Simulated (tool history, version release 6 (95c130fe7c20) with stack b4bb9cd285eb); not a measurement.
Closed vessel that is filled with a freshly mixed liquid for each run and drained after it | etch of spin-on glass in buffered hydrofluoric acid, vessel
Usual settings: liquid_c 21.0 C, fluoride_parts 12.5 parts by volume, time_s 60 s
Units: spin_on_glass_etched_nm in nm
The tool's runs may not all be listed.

| run | hour | liquid_c | fluoride_parts | time_s | wafers since the last listed run | hours since the thermometer was replaced | hours since the hydrofluoric acid flow meter was replaced | hours since the gauge calibration | read-back film thickness of the spin-on glass reference wafer, read on the same gauge (nm) | spin_on_glass_etched_nm |
|---|---|---|---|---|---|---|---|---|---|---|
| 1 | 0.0 | 21.0 | 12.5 | 60 | 0 | 938.2 | 808.4 | 207.4 | 30.01 | 134.82 |
| 2 | 6.1 | 21.0 | 12.5 | 60 | 757 | 944.3 | 814.5 | 213.5 | 30.01 | 134.98 |
| 3 | 20.6 | 21.0 | 12.5 | 60 | 1799 | 958.8 | 829.0 | 228.0 | 29.98 | 136.07 |
| 4 | 32.2 | 21.0 | 12.5 | 60 | 1439 | 970.4 | 840.6 | 239.6 | 30.01 | 136.54 |
| 5 | 40.7 | 21.0 | 12.5 | 60 | 1055 | 978.9 | 849.1 | 248.1 | 29.98 | 135.18 |
| 6 | 52.2 | 21.0 | 12.5 | 60 | 1427 | 990.4 | 860.6 | 259.6 | 29.99 | 136.87 |
| 7 | 60.5 | 21.0 | 12.5 | 50 | 1030 | 998.7 | 868.9 | 267.9 | 30.02 | 114.75 |
|  | 66.4 | thermometer replaced |
|  | 68.1 | hydrofluoric acid flow meter replaced |
| 8 | 70.5 | 21.0 | 10.0 | 60 | 992 | 4.1 | 2.4 | 277.9 | 30.02 | 182.41 |
| 9 | 81.9 | 21.0 | 10.0 | 60 | 1414 | 15.5 | 13.8 | 289.3 | 30.00 | 179.87 |
| 10 | 88.3 | 21.0 | 10.0 | 60 | 794 | 21.9 | 20.2 | 295.7 | 30.00 | 181.69 |
| 11 | 106.2 | 23.5 | 12.5 | 75 | 2221 | 39.8 | 38.1 | 313.6 | 29.97 | 206.33 |
| 12 | 113.2 | 21.0 | 12.5 | 60 | 868 | 46.8 | 45.1 | 320.6 | 30.01 | 148.36 |
| 13 | 127.6 | 23.5 | 17.0 | 90 | 1787 | 61.2 | 59.5 | 335.0 | 30.04 | 187.09 |
| 14 | 137.7 | 19.0 | 10.5 | 70 | 1253 | 71.3 | 69.6 | 345.1 | 29.99 | 177.66 |
|  | 144.5 | thermometer replaced, repeated, since the last time left the tool worse |
| 15 | 145.0 | 21.0 | 15.5 | 75 | 781 | 0.5 | 76.9 | 352.4 | 29.98 | 122.24 |
| 16 | 161.0 | 24.0 | 10.0 | 60 | 1985 | 16.5 | 92.9 | 368.4 | 30.02 | 179.16 |
| 17 | 170.3 | 21.0 | 16.5 | 80 | 1154 | 25.8 | 102.2 | 377.7 | 30.02 | 125.51 |
| 18 | 182.3 | 19.0 | 10.5 | 70 | 1489 | 37.8 | 114.2 | 389.7 | 30.00 | 152.05 |
| 19 | 196.0 | 19.5 | 14.0 | 60 | 1700 | 51.5 | 127.9 | 403.4 | 30.02 | 100.75 |
|  | 203.3 | gauge calibrated |
| 20 | 210.5 | 21.0 | 10.5 | 60 | 1799 | 66.0 | 142.4 | 7.2 | 30.01 | 145.99 |
| 21 | 227.6 | 21.0 | 17.0 | 45 | 2122 | 83.1 | 159.5 | 24.3 | 30.02 | 67.39 |
| 22 | 245.6 | 18.5 | 12.5 | 60 | 2234 | 101.1 | 177.5 | 42.3 | 29.99 | 107.71 |
| 23 | 259.3 | 21.0 | 12.5 | 60 | 1700 | 114.8 | 191.2 | 56.0 | 29.99 | 122.90 |
| 24 | 276.8 | 21.0 | 12.5 | 60 | 2172 | 132.3 | 208.7 | 73.5 | 30.03 | 123.88 |

Forecast run 25:
| 25 | 294.7 | 21.0 | 15.0 | 30 | 2221 | 150.2 | 226.6 | 91.4 | ? | ? |

{"run 25": {"read-back film thickness of the spin-on glass reference wafer, read on the same gauge (nm)": 30.0, "spin_on_glass_etched_nm": 51.96}}
Without the tool's hidden state the same run would have given spin_on_glass_etched_nm 50.93 nm.
